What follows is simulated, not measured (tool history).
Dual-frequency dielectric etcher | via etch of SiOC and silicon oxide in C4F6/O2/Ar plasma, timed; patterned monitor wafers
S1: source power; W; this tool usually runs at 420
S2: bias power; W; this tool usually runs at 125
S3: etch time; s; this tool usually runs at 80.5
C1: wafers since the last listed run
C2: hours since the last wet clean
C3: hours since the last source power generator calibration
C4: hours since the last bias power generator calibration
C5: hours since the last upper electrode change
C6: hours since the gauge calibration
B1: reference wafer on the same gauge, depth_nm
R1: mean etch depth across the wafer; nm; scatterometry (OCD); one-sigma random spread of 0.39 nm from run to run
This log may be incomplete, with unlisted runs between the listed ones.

Run 1, hour 0: usual settings but S2 147 W; C1 0; C2 330.6; C3 3423.7; C4 3771.8; C5 3277.5; C6 87.9; B1 88.3. Result: R1 80.7 nm.
Run 2, hour 17.3: usual settings but S2 147 W; C1 179; C2 347.9; C3 3441; C4 3789.1; C5 3294.8; C6 105.2; B1 88.5. Result: R1 81 nm.
Run 3, hour 69.9: usual settings but S1 490 W, S3 66 s; C1 546; C2 400.5; C3 3493.6; C4 3841.7; C5 3347.4; C6 157.8; B1 88.5. Result: R1 67.5 nm.
Run 4, hour 84.1: usual settings but S1 490 W, S3 66 s; C1 147; C2 414.7; C3 3507.8; C4 3855.9; C5 3361.6; C6 172; B1 88.6. Result: R1 67.3 nm.
Run 5, hour 91.4: usual settings but S1 490 W, S3 66 s; C1 75; C2 422; C3 3515.1; C4 3863.2; C5 3368.9; C6 179.3; B1 88.5. Result: R1 67.6 nm.
Run 6, hour 106.5: usual settings but S3 69 s; C1 156; C2 437.1; C3 3530.2; C4 3878.3; C5 3384; C6 194.4; B1 88.6. Result: R1 66.3 nm.
At hour 136.1: wet clean of the chamber.
At hour 140.7: upper electrode replaced.
Run 7, hour 141.2: usual settings but S3 69 s; C1 63; C2 5.1; C3 3564.9; C4 3913; C5 0.5; C6 229.1; B1 88.6. Result: R1 66.3 nm.
Run 8, hour 141.5: usual settings but S3 69 s; C1 3; C2 5.4; C3 3565.2; C4 3913.3; C5 0.8; C6 229.4; B1 88.5. Result: R1 66.4 nm.
Run 9, hour 141.8: usual settings; C1 3; C2 5.7; C3 3565.5; C4 3913.6; C5 1.1; C6 229.7; B1 88.5. Result: R1 77.6 nm.
Run 10, hour 165.1: usual settings; C1 242; C2 29; C3 3588.8; C4 3936.9; C5 24.4; C6 253; B1 88.5. Result: R1 77.7 nm.
At hour 169.6: gauge calibrated.
Run 11, hour 176.4: usual settings; C1 117; C2 40.3; C3 3600.1; C4 3948.2; C5 35.7; C6 6.8; B1 88.7. Result: R1 77.1 nm.
Run 12, hour 187.4: usual settings but S2 101 W, S3 64 s; C1 114; C2 51.3; C3 3611.1; C4 3959.2; C5 46.7; C6 17.8; B1 88.5. Result: R1 57.8 nm.
Run 13, hour 220.2: usual settings but S1 450 W, S2 149 W, S3 95.5 s; C1 340; C2 84.1; C3 3643.9; C4 3992; C5 79.5; C6 50.6; B1 88.4. Result: R1 98.6 nm.

For run 14, what comes out?
Run 14, hour 231.4: usual settings but S3 59.5 s; C1 116; C2 95.3; C3 3655.1; C4 4003.2; C5 90.7; C6 61.8; B1 ?. Result: R1 ?.

{"run 14": {"B1": 88.5, "R1": 57}}
With no hidden state in the tool, this same run would have given R1 57 nm.
